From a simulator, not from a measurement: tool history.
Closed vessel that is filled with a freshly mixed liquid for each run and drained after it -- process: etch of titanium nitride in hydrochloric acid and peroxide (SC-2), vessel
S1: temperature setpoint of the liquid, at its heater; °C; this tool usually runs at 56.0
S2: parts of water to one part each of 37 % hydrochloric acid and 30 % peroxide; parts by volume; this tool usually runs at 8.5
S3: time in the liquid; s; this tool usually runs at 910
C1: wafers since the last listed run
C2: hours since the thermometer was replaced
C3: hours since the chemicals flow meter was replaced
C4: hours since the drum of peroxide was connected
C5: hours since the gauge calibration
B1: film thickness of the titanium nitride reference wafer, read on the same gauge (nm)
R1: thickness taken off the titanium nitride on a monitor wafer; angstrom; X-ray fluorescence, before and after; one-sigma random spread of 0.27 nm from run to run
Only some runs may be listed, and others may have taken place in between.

{"run": 1, "hour": 0.0, "S1": 56.0, "S2": 8.5, "S3": 910, "C1": 0, "C2": 1029.3, "C3": 730.0, "C4": 74.0, "C5": 668.0, "B1": 74.93, "R1": 276.7}
{"hour": 0.5, "done": "thermometer replaced"}
{"run": 2, "hour": 94.7, "S1": 56.0, "S2": 8.5, "S3": 910, "C1": 6178, "C2": 94.2, "C3": 824.7, "C4": 168.7, "C5": 762.7, "B1": 74.65, "R1": 276.6}
{"run": 3, "hour": 181.6, "S1": 56.0, "S2": 8.5, "S3": 910, "C1": 5697, "C2": 181.1, "C3": 911.6, "C4": 255.6, "C5": 849.6, "B1": 74.39, "R1": 280.1}
{"run": 4, "hour": 284.2, "S1": 56.0, "S2": 8.5, "S3": 910, "C1": 6726, "C2": 283.7, "C3": 1014.2, "C4": 358.2, "C5": 952.2, "B1": 74.16, "R1": 275.2}
{"hour": 317.6, "done": "new drum of peroxide connected"}
{"run": 5, "hour": 437.0, "S1": 56.0, "S2": 8.5, "S3": 910, "C1": 9952, "C2": 436.5, "C3": 1167.0, "C4": 119.4, "C5": 1105.0, "B1": 73.88, "R1": 273.3}
{"run": 6, "hour": 506.5, "S1": 56.0, "S2": 10.0, "S3": 1330, "C1": 4556, "C2": 506.0, "C3": 1236.5, "C4": 188.9, "C5": 1174.5, "B1": 73.79, "R1": 355.8}
{"run": 7, "hour": 581.7, "S1": 56.0, "S2": 10.0, "S3": 1330, "C1": 4930, "C2": 581.2, "C3": 1311.7, "C4": 264.1, "C5": 1249.7, "B1": 73.68, "R1": 356.8}
{"run": 8, "hour": 627.4, "S1": 56.0, "S2": 10.0, "S3": 1330, "C1": 2996, "C2": 626.9, "C3": 1357.4, "C4": 309.8, "C5": 1295.4, "B1": 73.62, "R1": 348.7}
{"run": 9, "hour": 666.5, "S1": 56.0, "S2": 7.0, "S3": 520, "C1": 2563, "C2": 666.0, "C3": 1396.5, "C4": 348.9, "C5": 1334.5, "B1": 73.57, "R1": 182.9}
{"run": 10, "hour": 748.7, "S1": 56.0, "S2": 10.5, "S3": 910, "C1": 5389, "C2": 748.2, "C3": 1478.7, "C4": 431.1, "C5": 1416.7, "B1": 73.47, "R1": 230.1}
{"hour": 750.9, "done": "new drum of peroxide connected"}
{"run": 11, "hour": 791.9, "S1": 49.5, "S2": 8.5, "S3": 910, "C1": 2766, "C2": 791.4, "C3": 1521.9, "C4": 41.0, "C5": 1459.9, "B1": 73.43, "R1": 178.4}
{"hour": 839.9, "done": "thermometer replaced"}
{"run": 12, "hour": 854.2, "S1": 59.0, "S2": 6.5, "S3": 475, "C1": 4019, "C2": 14.3, "C3": 1584.2, "C4": 103.3, "C5": 1522.2, "B1": 73.38, "R1": 212.5}
{"hour": 966.2, "done": "chemicals flow meter replaced"}
{"hour": 999.0, "done": "gauge calibrated"}
{"run": 13, "hour": 1014.3, "S1": 63.5, "S2": 12.0, "S3": 1285, "C1": 10431, "C2": 174.4, "C3": 48.1, "C4": 263.4, "C5": 15.3, "B1": 78.5, "R1": 503.2}
{"run": 14, "hour": 1181.0, "S1": 64.5, "S2": 10.5, "S3": 910, "C1": 10929, "C2": 341.1, "C3": 214.8, "C4": 430.1, "C5": 182.0, "B1": 77.06, "R1": 412.8}
{"hour": 1191.5, "done": "new drum of peroxide connected"}
{"run": 15, "hour": 1240.3, "S1": 46.5, "S2": 7.0, "S3": 910, "C1": 3822, "C2": 400.4, "C3": 274.1, "C4": 48.8, "C5": 241.3, "B1": 76.64, "R1": 180.4}
{"run": 16, "hour": 1332.3, "S1": 56.0, "S2": 8.5, "S3": 910, "C1": 6031, "C2": 492.4, "C3": 366.1, "C4": 140.8, "C5": 333.3, "B1": 76.05, "R1": 282.9}
{"run": 17, "hour": 1618.7, "S1": 56.0, "S2": 8.5, "S3": 910, "C1": 18777, "C2": 778.8, "C3": 652.5, "C4": 427.2, "C5": 619.7, "B1": 74.72, "R1": 275.2}
{"hour": 1666.3, "done": "new drum of peroxide connected"}
{"hour": 1692.0, "done": "thermometer replaced"}
{"run": 18, "hour": 1694.8, "S1": 51.0, "S2": 10.5, "S3": 1365, "C1": 4858, "C2": 2.8, "C3": 728.6, "C4": 28.5, "C5": 695.8, "B1": 74.44, "R1": 251.5}
{"run": 19, "hour": 1804.6, "S1": 56.0, "S2": 8.5, "S3": 910, "C1": 7199, "C2": 112.6, "C3": 838.4, "C4": 138.3, "C5": 805.6, "B1": 74.12, "R1": 277.3}
{"run": 20, "hour": 1847.7, "S1": 61.5, "S2": 10.5, "S3": 1255, "C1": 2825, "C2": 155.7, "C3": 881.5, "C4": 181.4, "C5": 848.7, "B1": 73.99, "R1": 452.4}
{"run": 21, "hour": 2077.0, "S1": 51.5, "S2": 11.5, "S3": 1395, "C1": 15034, "C2": 385.0, "C3": 1110.8, "C4": 410.7, "C5": 1078.0, "B1": 73.52, "R1": 243.3}
{"hour": 2124.3, "done": "new drum of peroxide connected"}
{"run": 22, "hour": 2140.0, "S1": 56.0, "S2": 11.0, "S3": 910, "C1": 4065, "C2": 448.0, "C3": 1173.8, "C4": 15.7, "C5": 1141.0, "B1": 73.41, "R1": 224.6}

Alternative continuations, all from the tool just after run 22; predict every row:
{"run": "A", "hour": 2140.9, "S1": 56.0, "S2": 8.5, "S3": 910, "C1": 59, "C2": 448.9, "C3": 1174.7, "C4": 16.6, "C5": 1141.9, "B1": "?", "R1": "?"}
{"run": "B", "hour": 2140.9, "S1": 62.5, "S2": 12.5, "S3": 1110, "C1": 59, "C2": 448.9, "C3": 1174.7, "C4": 16.6, "C5": 1141.9, "B1": "?", "R1": "?"}
{"run": "C", "hour": 2140.9, "S1": 59.0, "S2": 8.5, "S3": 910, "C1": 59, "C2": 448.9, "C3": 1174.7, "C4": 16.6, "C5": 1141.9, "B1": "?", "R1": "?"}
{"run": "D", "hour": 2140.9, "S1": 56.0, "S2": 8.5, "S3": 610, "C1": 59, "C2": 448.9, "C3": 1174.7, "C4": 16.6, "C5": 1141.9, "B1": "?", "R1": "?"}
{"run": "E", "hour": 2140.9, "S1": 52.0, "S2": 5.0, "S3": 1075, "C1": 59, "C2": 448.9, "C3": 1174.7, "C4": 16.6, "C5": 1141.9, "B1": "?", "R1": "?"}

run=A B1=73.42 R1=275.1
run=B B1=73.42 R1=366.0
run=C B1=73.42 R1=333.0
run=D B1=73.42 R1=184.4
run=E B1=73.42 R1=375.8
The same runs, with their run-to-run variation unchanged, on a tool lacking any hidden condition would have given:
run=A R1=299.8
run=B R1=398.8
run=C R1=362.9
run=D R1=200.9
run=E R1=409.5
